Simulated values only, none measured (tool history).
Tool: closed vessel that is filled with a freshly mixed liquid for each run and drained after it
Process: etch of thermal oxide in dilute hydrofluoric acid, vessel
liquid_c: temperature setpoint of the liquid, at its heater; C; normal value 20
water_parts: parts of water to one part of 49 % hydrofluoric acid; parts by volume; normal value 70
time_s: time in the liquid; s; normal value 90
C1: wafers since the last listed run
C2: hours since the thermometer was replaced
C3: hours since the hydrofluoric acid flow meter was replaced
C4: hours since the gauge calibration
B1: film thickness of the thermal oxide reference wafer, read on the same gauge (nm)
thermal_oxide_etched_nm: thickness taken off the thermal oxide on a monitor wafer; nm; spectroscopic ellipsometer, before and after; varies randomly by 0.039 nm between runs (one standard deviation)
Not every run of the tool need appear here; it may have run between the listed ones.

{"run": 1, "hour": 0.0, "liquid_c": 20, "water_parts": 55, "time_s": 90, "C1": 0, "C2": 1455.8, "C3": 1720.2, "C4": 1165, "B1": 120, "thermal_oxide_etched_nm": 6.58}
{"run": 2, "hour": 37.6, "liquid_c": 20, "water_parts": 55, "time_s": 90, "C1": 5325, "C2": 1493.4, "C3": 1757.8, "C4": 1202.6, "B1": 119.97, "thermal_oxide_etched_nm": 6.55}
{"run": 3, "hour": 85.4, "liquid_c": 20, "water_parts": 95, "time_s": 90, "C1": 6769, "C2": 1541.2, "C3": 1805.6, "C4": 1250.4, "B1": 119.99, "thermal_oxide_etched_nm": 3.72}
{"run": 4, "hour": 139.6, "liquid_c": 20, "water_parts": 95, "time_s": 90, "C1": 7676, "C2": 1595.4, "C3": 1859.8, "C4": 1304.6, "B1": 119.98, "thermal_oxide_etched_nm": 3.66}
{"run": 5, "hour": 204.7, "liquid_c": 20, "water_parts": 95, "time_s": 90, "C1": 9219, "C2": 1660.5, "C3": 1924.9, "C4": 1369.7, "B1": 120.01, "thermal_oxide_etched_nm": 3.66}
{"run": 6, "hour": 246.8, "liquid_c": 20, "water_parts": 85, "time_s": 90, "C1": 5962, "C2": 1702.6, "C3": 1967, "C4": 1411.8, "B1": 120, "thermal_oxide_etched_nm": 4.2}
{"run": 7, "hour": 276.9, "liquid_c": 20, "water_parts": 85, "time_s": 90, "C1": 4262, "C2": 1732.7, "C3": 1997.1, "C4": 1441.9, "B1": 120.02, "thermal_oxide_etched_nm": 4.13}
{"run": 8, "hour": 338.4, "liquid_c": 20, "water_parts": 70, "time_s": 90, "C1": 8709, "C2": 1794.2, "C3": 2058.6, "C4": 1503.4, "B1": 119.99, "thermal_oxide_etched_nm": 5.04}
{"hour": 376.4, "done": "hydrofluoric acid flow meter replaced"}
{"run": 9, "hour": 382.6, "liquid_c": 20, "water_parts": 70, "time_s": 90, "C1": 6118, "C2": 1838.4, "C3": 6.2, "C4": 1547.6, "B1": 119.98, "thermal_oxide_etched_nm": 5.11}
{"run": 10, "hour": 440.0, "liquid_c": 20, "water_parts": 70, "time_s": 90, "C1": 8129, "C2": 1895.8, "C3": 63.6, "C4": 1605, "B1": 120, "thermal_oxide_etched_nm": 5.07}
{"run": 11, "hour": 474.8, "liquid_c": 20, "water_parts": 70, "time_s": 90, "C1": 4928, "C2": 1930.6, "C3": 98.4, "C4": 1639.8, "B1": 120, "thermal_oxide_etched_nm": 5.02}
{"run": 12, "hour": 505.5, "liquid_c": 20, "water_parts": 70, "time_s": 90, "C1": 4347, "C2": 1961.3, "C3": 129.1, "C4": 1670.5, "B1": 119.98, "thermal_oxide_etched_nm": 5.05}
{"run": 13, "hour": 569.3, "liquid_c": 20, "water_parts": 70, "time_s": 90, "C1": 9035, "C2": 2025.1, "C3": 192.9, "C4": 1734.3, "B1": 119.98, "thermal_oxide_etched_nm": 5.1}
{"run": 14, "hour": 631.6, "liquid_c": 20, "water_parts": 70, "time_s": 90, "C1": 8823, "C2": 2087.4, "C3": 255.2, "C4": 1796.6, "B1": 120, "thermal_oxide_etched_nm": 5.01}
{"run": 15, "hour": 671.1, "liquid_c": 20, "water_parts": 70, "time_s": 90, "C1": 5594, "C2": 2126.9, "C3": 294.7, "C4": 1836.1, "B1": 120.03, "thermal_oxide_etched_nm": 5.09}
{"run": 16, "hour": 800.3, "liquid_c": 20, "water_parts": 70, "time_s": 90, "C1": 18297, "C2": 2256.1, "C3": 423.9, "C4": 1965.3, "B1": 120, "thermal_oxide_etched_nm": 5.08}
{"run": 17, "hour": 926.4, "liquid_c": 21.5, "water_parts": 70, "time_s": 120, "C1": 17858, "C2": 2382.2, "C3": 550, "C4": 2091.4, "B1": 119.98, "thermal_oxide_etched_nm": 7.16}
{"run": 18, "hour": 992.2, "liquid_c": 20, "water_parts": 60, "time_s": 90, "C1": 9318, "C2": 2448, "C3": 615.8, "C4": 2157.2, "B1": 120.04, "thermal_oxide_etched_nm": 5.91}
{"run": 19, "hour": 1033.9, "liquid_c": 24.5, "water_parts": 60, "time_s": 90, "C1": 5905, "C2": 2489.7, "C3": 657.5, "C4": 2198.9, "B1": 119.96, "thermal_oxide_etched_nm": 7.2}
{"hour": 1075.3, "done": "thermometer replaced"}
{"run": 20, "hour": 1220.4, "liquid_c": 24, "water_parts": 55, "time_s": 45, "C1": 26271, "C2": 145.1, "C3": 844, "C4": 2385.4, "B1": 119.97, "thermal_oxide_etched_nm": 4.01}
{"run": 21, "hour": 1269.8, "liquid_c": 18.5, "water_parts": 100, "time_s": 70, "C1": 6996, "C2": 194.5, "C3": 893.4, "C4": 2434.8, "B1": 119.97, "thermal_oxide_etched_nm": 2.64}
{"hour": 1295.1, "done": "gauge calibrated"}
{"run": 22, "hour": 1335.9, "liquid_c": 17, "water_parts": 50, "time_s": 75, "C1": 9361, "C2": 260.6, "C3": 959.5, "C4": 40.8, "B1": 120, "thermal_oxide_etched_nm": 5.53}
{"run": 23, "hour": 1363.0, "liquid_c": 18.5, "water_parts": 90, "time_s": 50, "C1": 3838, "C2": 287.7, "C3": 986.6, "C4": 67.9, "B1": 119.99, "thermal_oxide_etched_nm": 2.09}
{"run": 24, "hour": 1423.7, "liquid_c": 17.5, "water_parts": 85, "time_s": 115, "C1": 8596, "C2": 348.4, "C3": 1047.3, "C4": 128.6, "B1": 119.99, "thermal_oxide_etched_nm": 4.83}
{"run": 25, "hour": 1454.9, "liquid_c": 20, "water_parts": 70, "time_s": 90, "C1": 4418, "C2": 379.6, "C3": 1078.5, "C4": 159.8, "B1": 120, "thermal_oxide_etched_nm": 5.22}
{"run": 26, "hour": 1479.3, "liquid_c": 24.5, "water_parts": 70, "time_s": 70, "C1": 3455, "C2": 404, "C3": 1102.9, "C4": 184.2, "B1": 120, "thermal_oxide_etched_nm": 4.92}
{"run": 27, "hour": 1507.8, "liquid_c": 22.5, "water_parts": 70, "time_s": 90, "C1": 4036, "C2": 432.5, "C3": 1131.4, "C4": 212.7, "B1": 120.05, "thermal_oxide_etched_nm": 5.84}
{"run": 28, "hour": 1547.8, "liquid_c": 24.5, "water_parts": 45, "time_s": 40, "C1": 5664, "C2": 472.5, "C3": 1171.4, "C4": 252.7, "B1": 120, "thermal_oxide_etched_nm": 4.55}
{"run": 29, "hour": 1612.2, "liquid_c": 20, "water_parts": 70, "time_s": 90, "C1": 9120, "C2": 536.9, "C3": 1235.8, "C4": 317.1, "B1": 120.03, "thermal_oxide_etched_nm": 5.25}
{"run": 30, "hour": 1638.5, "liquid_c": 20, "water_parts": 70, "time_s": 90, "C1": 3724, "C2": 563.2, "C3": 1262.1, "C4": 343.4, "B1": 120, "thermal_oxide_etched_nm": 5.23}
{"run": 31, "hour": 1674.1, "liquid_c": 20, "water_parts": 70, "time_s": 90, "C1": 5041, "C2": 598.8, "C3": 1297.7, "C4": 379, "B1": 120.04, "thermal_oxide_etched_nm": 5.24}
{"run": 32, "hour": 1724.9, "liquid_c": 20, "water_parts": 90, "time_s": 60, "C1": 7194, "C2": 649.6, "C3": 1348.5, "C4": 429.8, "B1": 120.03, "thermal_oxide_etched_nm": 2.64}

Expected results for the next run?
{"run": 33, "hour": 1788.1, "liquid_c": 24.5, "water_parts": 90, "time_s": 120, "C1": 8950, "C2": 712.8, "C3": 1411.7, "C4": 493, "B1": "?", "thermal_oxide_etched_nm": "?"}

{"run 33": {"B1": 120, "thermal_oxide_etched_nm": 6.37}}
With no hidden state in the tool, this same run would have given thermal_oxide_etched_nm 6.46 nm.

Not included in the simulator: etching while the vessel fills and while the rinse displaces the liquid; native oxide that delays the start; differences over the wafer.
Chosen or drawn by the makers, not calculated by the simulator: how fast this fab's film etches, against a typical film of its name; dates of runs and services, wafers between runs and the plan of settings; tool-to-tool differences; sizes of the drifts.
